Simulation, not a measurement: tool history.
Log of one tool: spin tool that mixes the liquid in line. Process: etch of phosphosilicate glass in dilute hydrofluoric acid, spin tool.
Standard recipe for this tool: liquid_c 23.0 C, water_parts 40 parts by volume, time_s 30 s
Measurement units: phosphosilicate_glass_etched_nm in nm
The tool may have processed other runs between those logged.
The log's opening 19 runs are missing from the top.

run,hour,liquid_c,water_parts,time_s,"read-back film thickness of the phosphosilicate glass reference wafer, read on the same gauge (nm)",phosphosilicate_glass_etched_nm
20,1682.1,26.0,30,20,50.03,45.09
21,1780.7,23.0,40,30,50.00,43.86
22,1977.3,23.0,55,30,49.99,31.30
23,2069.9,23.0,25,30,50.01,72.72
24,2123.4,26.5,60,15,49.96,16.44
# hour 2136.4: thermometer replaced
25,2177.6,19.5,35,15,49.98,21.99
26,2220.4,23.0,40,30,50.00,44.16
27,2320.4,25.5,50,25,49.99,31.97
28,2418.2,23.0,25,50,49.97,118.75
29,2494.9,24.5,25,40,50.02,100.86
30,2546.1,25.5,55,20,50.02,23.21
31,2647.8,23.0,40,30,49.98,44.11
32,2823.6,23.0,40,30,49.99,43.62
# hour 2908.6: hydrofluoric acid flow meter replaced
33,2916.6,21.5,40,40,50.01,55.27

Branching from run 33: 3 alternative next runs. What would each branch give?
A,2917.0,23.0,40,30,?,?
B,2917.0,20.0,30,40,?,?
C,2917.0,20.5,50,15,?,?

run,"read-back film thickness of the phosphosilicate glass reference wafer, read on the same gauge (nm)",phosphosilicate_glass_etched_nm
A,50.00,44.01
B,50.00,69.75
C,50.00,15.65
With no hidden state in the tool, these same runs would have given:
run,phosphosilicate_glass_etched_nm
A,44.01
B,69.75
C,15.65

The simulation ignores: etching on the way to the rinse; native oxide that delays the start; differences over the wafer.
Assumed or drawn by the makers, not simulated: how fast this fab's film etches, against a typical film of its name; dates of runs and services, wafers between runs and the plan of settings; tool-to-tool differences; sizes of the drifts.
